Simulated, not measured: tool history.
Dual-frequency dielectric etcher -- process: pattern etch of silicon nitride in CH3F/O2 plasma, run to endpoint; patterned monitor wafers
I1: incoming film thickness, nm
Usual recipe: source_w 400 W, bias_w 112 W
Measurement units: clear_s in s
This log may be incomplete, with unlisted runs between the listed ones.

{"run": 1, "hour": 0.0, "source_w": 400, "bias_w": 99, "I1": 97.7, "clear_s": 99.1}
{"run": 2, "hour": 9.0, "source_w": 400, "bias_w": 99, "I1": 97.2, "clear_s": 99.7}
{"run": 3, "hour": 17.8, "source_w": 400, "bias_w": 99, "I1": 97.2, "clear_s": 99.1}
{"run": 4, "hour": 32.3, "source_w": 400, "bias_w": 112, "I1": 98.6, "clear_s": 96.7}
{"run": 5, "hour": 50.3, "source_w": 400, "bias_w": 112, "I1": 97.6, "clear_s": 94.8}
{"run": 6, "hour": 64.2, "source_w": 400, "bias_w": 112, "I1": 98.2, "clear_s": 96.6}
{"run": 7, "hour": 76.2, "source_w": 400, "bias_w": 112, "I1": 96.4, "clear_s": 94.6}
{"run": 8, "hour": 85.4, "source_w": 400, "bias_w": 112, "I1": 96.4, "clear_s": 93.8}
{"run": 9, "hour": 98.8, "source_w": 400, "bias_w": 112, "I1": 97.0, "clear_s": 95.1}
{"run": 10, "hour": 116.6, "source_w": 400, "bias_w": 112, "I1": 97.1, "clear_s": 95.4}
{"run": 11, "hour": 123.7, "source_w": 400, "bias_w": 112, "I1": 97.8, "clear_s": 94.8}
{"run": 12, "hour": 134.7, "source_w": 400, "bias_w": 112, "I1": 97.4, "clear_s": 95.5}
{"run": 13, "hour": 145.2, "source_w": 400, "bias_w": 112, "I1": 97.8, "clear_s": 94.3}
{"run": 14, "hour": 170.0, "source_w": 400, "bias_w": 93, "I1": 98.0, "clear_s": 100.6}
{"run": 15, "hour": 170.4, "source_w": 400, "bias_w": 112, "I1": 97.6, "clear_s": 94.9}
{"run": 16, "hour": 182.6, "source_w": 400, "bias_w": 101, "I1": 98.1, "clear_s": 98.1}
{"run": 17, "hour": 191.5, "source_w": 470, "bias_w": 94, "I1": 96.8, "clear_s": 93.0}
{"run": 18, "hour": 201.2, "source_w": 460, "bias_w": 136, "I1": 97.5, "clear_s": 85.5}
{"run": 19, "hour": 215.1, "source_w": 340, "bias_w": 136, "I1": 97.7, "clear_s": 95.4}
{"run": 20, "hour": 246.2, "source_w": 310, "bias_w": 90, "I1": 98.2, "clear_s": 113.3}
{"run": 21, "hour": 246.6, "source_w": 400, "bias_w": 130, "I1": 97.8, "clear_s": 93.5}
{"run": 22, "hour": 247.0, "source_w": 400, "bias_w": 112, "I1": 97.9, "clear_s": 98.6}
{"run": 23, "hour": 247.3, "source_w": 350, "bias_w": 89, "I1": 97.4, "clear_s": 108.5}
{"run": 24, "hour": 254.7, "source_w": 300, "bias_w": 129, "I1": 98.3, "clear_s": 104.9}
{"run": 25, "hour": 261.8, "source_w": 350, "bias_w": 94, "I1": 98.0, "clear_s": 107.2}
{"run": 26, "hour": 276.7, "source_w": 430, "bias_w": 125, "I1": 98.3, "clear_s": 93.4}
{"run": 27, "hour": 284.5, "source_w": 400, "bias_w": 105, "I1": 96.5, "clear_s": 97.6}
{"run": 28, "hour": 293.8, "source_w": 340, "bias_w": 131, "I1": 97.8, "clear_s": 98.3}
{"run": 29, "hour": 300.4, "source_w": 350, "bias_w": 124, "I1": 97.0, "clear_s": 98.2}
{"run": 30, "hour": 311.0, "source_w": 400, "bias_w": 123, "I1": 97.3, "clear_s": 94.8}
{"run": 31, "hour": 328.4, "source_w": 400, "bias_w": 112, "I1": 97.1, "clear_s": 96.8}
{"run": 32, "hour": 337.4, "source_w": 480, "bias_w": 122, "I1": 96.3, "clear_s": 87.8}
{"run": 33, "hour": 351.6, "source_w": 480, "bias_w": 112, "I1": 97.9, "clear_s": 90.6}
{"run": 34, "hour": 366.7, "source_w": 310, "bias_w": 93, "I1": 98.3, "clear_s": 112.5}
{"run": 35, "hour": 384.1, "source_w": 400, "bias_w": 99, "I1": 96.5, "clear_s": 99.2}

Withheld: 4 entries from between the runs. Position of each, and hidden state at the listed run before versus the listed run after:
From run 4 to run 5: source power generator calibrated (hour 49.8)
  etch rate over this chamber's usual, %: 2.39 -> 2.49
  what was measured, less what the result would be without the hidden state, clear_s: -2.3 -> -2.4 s
From run 13 to run 14: upper electrode replaced (hour 169.5)
  etch rate over this chamber's usual, %: 3 -> 3.14
  what was measured, less what the result would be without the hidden state, clear_s: -2.8 -> -3.1 s
From run 19 to run 20: bias power generator calibrated (hour 244.1); wet clean of the chamber (hour 245.7)
  etch rate over this chamber's usual, %: 3.38 -> 0.289
  what was measured, less what the result would be without the hidden state, clear_s: -3.2 -> -0.4 s

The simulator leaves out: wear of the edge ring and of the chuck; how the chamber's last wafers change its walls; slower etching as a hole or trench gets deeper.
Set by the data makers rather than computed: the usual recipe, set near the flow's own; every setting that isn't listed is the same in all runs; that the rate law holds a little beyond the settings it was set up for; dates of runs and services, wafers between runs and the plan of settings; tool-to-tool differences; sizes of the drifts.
